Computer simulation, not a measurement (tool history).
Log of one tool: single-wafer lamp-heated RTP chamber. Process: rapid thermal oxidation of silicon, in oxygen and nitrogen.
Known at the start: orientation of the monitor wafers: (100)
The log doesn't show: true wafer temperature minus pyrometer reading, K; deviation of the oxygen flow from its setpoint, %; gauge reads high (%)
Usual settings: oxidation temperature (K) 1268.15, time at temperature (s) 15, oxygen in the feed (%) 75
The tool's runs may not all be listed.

| run | day | oxidation temperature (K) | time at temperature (s) | oxygen in the feed (%) | wafers since the last listed run | wafers since the last pyrometer calibration | hours since the oxygen flow controller was replaced | hours since the gauge calibration | read-back reference wafer on the same gauge, thickness | oxide thickness on the monitor wafer (nm) |
|---|---|---|---|---|---|---|---|---|---|---|
| 1 | 0 | 1268.15 | 15 | 75 | 0 | 6459 | 3551.1 | 625 | 2.711 | 3.147 |
| 2 | 3.262 | 1268.15 | 15 | 75 | 504 | 6963 | 3629.4 | 703.3 | 2.709 | 3.144 |
| 3 | 7.45 | 1268.15 | 15 | 75 | 647 | 7611 | 3729.9 | 803.8 | 2.71 | 3.145 |
| 4 | 9.425 | 1268.15 | 15 | 75 | 305 | 7917 | 3777.3 | 851.2 | 2.71 | 3.15 |
|  | 11.767 | pyrometer window cleaned and pyrometer calibrated |
| 5 | 13.554 | 1268.15 | 15 | 75 | 587 | 276 | 3876.4 | 950.3 | 2.71 | 3.061 |
| 6 | 16.288 | 1268.15 | 15 | 75 | 422 | 699 | 3942 | 1015.9 | 2.71 | 3.078 |
| 7 | 20.738 | 1268.15 | 15 | 75 | 688 | 1387 | 4048.8 | 1122.7 | 2.71 | 3.092 |
| 8 | 23.083 | 1268.15 | 15 | 75 | 362 | 1750 | 4105.1 | 1179 | 2.71 | 3.088 |
| 9 | 24.762 | 1268.15 | 18 | 75 | 259 | 2010 | 4145.4 | 1219.3 | 2.71 | 3.282 |
| 10 | 29.079 | 1268.15 | 18 | 75 | 667 | 2677 | 4249 | 1322.9 | 2.71 | 3.315 |
| 11 | 31.85 | 1268.15 | 18 | 75 | 428 | 3106 | 4315.5 | 1389.4 | 2.71 | 3.3 |
| 12 | 35.746 | 1268.15 | 21 | 75 | 602 | 3708 | 4409 | 1482.9 | 2.71 | 3.509 |
| 13 | 37.854 | 1268.15 | 15 | 75 | 326 | 4034 | 4459.6 | 1533.5 | 2.709 | 3.126 |
| 14 | 41.354 | 1268.15 | 15 | 75 | 541 | 4576 | 4543.6 | 1617.5 | 2.709 | 3.122 |
| 15 | 44.567 | 1268.15 | 15 | 75 | 496 | 5073 | 4620.7 | 1694.6 | 2.709 | 3.128 |
| 16 | 46.075 | 1260.15 | 15 | 92 | 233 | 5306 | 4656.9 | 1730.8 | 2.71 | 3.158 |
| 17 | 49.45 | 1260.15 | 15 | 92 | 521 | 5828 | 4737.9 | 1811.8 | 2.709 | 3.15 |
| 18 | 52.912 | 1260.15 | 15 | 92 | 535 | 6363 | 4821 | 1894.9 | 2.709 | 3.161 |
| 19 | 56.883 | 1268.15 | 15 | 75 | 614 | 6978 | 4916.3 | 1990.2 | 2.71 | 3.135 |
| 20 | 59.333 | 1268.15 | 20 | 57 | 378 | 7356 | 4975.1 | 2049 | 2.711 | 3.205 |
| 21 | 62.083 | 1238.15 | 18 | 75 | 425 | 7782 | 5041.1 | 2115 | 2.71 | 2.822 |
|  | 66.471 | pyrometer window cleaned and pyrometer calibrated |
|  | 66.75 | oxygen flow controller replaced |
| 22 | 66.771 | 1244.15 | 20 | 57 | 629 | 3 | 0.5 | 2227.5 | 2.711 | 2.889 |
|  | 67.812 | gauge calibrated |
| 23 | 70.6 | 1293.15 | 22 | 98 | 592 | 595 | 92.4 | 66.9 | 2.711 | 4.734 |
| 24 | 72.492 | 1268.15 | 15 | 75 | 292 | 887 | 137.8 | 112.3 | 2.709 | 3.241 |
| 25 | 74.188 | 1245.15 | 18 | 75 | 262 | 1150 | 178.5 | 153 | 2.711 | 3.019 |
| 26 | 76.762 | 1254.15 | 15 | 75 | 398 | 1548 | 240.3 | 214.8 | 2.71 | 3.005 |
| 27 | 81.121 | 1268.15 | 15 | 75 | 674 | 2222 | 344.9 | 319.4 | 2.71 | 3.257 |
|  | 83.167 | pyrometer window cleaned and pyrometer calibrated, repeated, since the last time left the tool worse |
| 28 | 85.346 | 1281.15 | 21 | 97 | 601 | 336 | 446.3 | 420.8 | 2.71 | 4.04 |
| 29 | 88.204 | 1268.15 | 12 | 86 | 442 | 778 | 514.9 | 489.4 | 2.71 | 2.972 |
| 30 | 90.633 | 1268.15 | 15 | 75 | 375 | 1154 | 573.2 | 547.7 | 2.71 | 3.09 |
| 31 | 93.079 | 1268.15 | 15 | 75 | 378 | 1532 | 631.9 | 606.4 | 2.71 | 3.081 |
| 32 | 96.717 | 1268.15 | 22 | 84 | 562 | 2095 | 719.2 | 693.7 | 2.71 | 3.65 |
| 33 | 99.479 | 1268.15 | 15 | 98 | 427 | 2522 | 785.5 | 760 | 2.71 | 3.339 |
| 34 | 102.679 | 1257.15 | 22 | 57 | 494 | 3017 | 862.3 | 836.8 | 2.71 | 3.088 |
| 35 | 105.029 | 1284.15 | 10 | 58 | 363 | 3381 | 918.7 | 893.2 | 2.71 | 2.809 |
| 36 | 107.404 | 1268.15 | 15 | 75 | 367 | 3748 | 975.7 | 950.2 | 2.709 | 3.121 |
| 37 | 109.975 | 1283.15 | 13 | 75 | 397 | 4146 | 1037.4 | 1011.9 | 2.711 | 3.244 |
| 38 | 113.538 | 1268.15 | 15 | 56 | 550 | 4696 | 1122.9 | 1097.4 | 2.711 | 2.902 |

Hidden state at the last listed run before each entry between runs and at the first one after, where it differs:
Between runs 4 and 5: pyrometer window cleaned and pyrometer calibrated (day 11.767)
  true wafer temperature minus pyrometer reading, K: 5.63 -> 0.563
  measured less the result without the state, oxide thickness on the monitor wafer (nm): +0.098 -> +0.01
Between runs 21 and 22: pyrometer window cleaned and pyrometer calibrated (day 66.471); oxygen flow controller replaced (day 66.75)
  true wafer temperature minus pyrometer reading, K: 4.93 -> 8.91
  measured less the result without the state, oxide thickness on the monitor wafer (nm): +0.066 -> +0.119
Between runs 22 and 23: gauge calibrated (day 67.812)
  true wafer temperature minus pyrometer reading, K: 8.91 -> 9.87
  measured less the result without the state, oxide thickness on the monitor wafer (nm): +0.119 -> +0.308
Between runs 27 and 28: pyrometer window cleaned and pyrometer calibrated, repeated, since the last time left the tool worse (day 83.167)
  true wafer temperature minus pyrometer reading, K: 11.7 -> 0.633
  measured less the result without the state, oxide thickness on the monitor wafer (nm): +0.208 -> +0.017
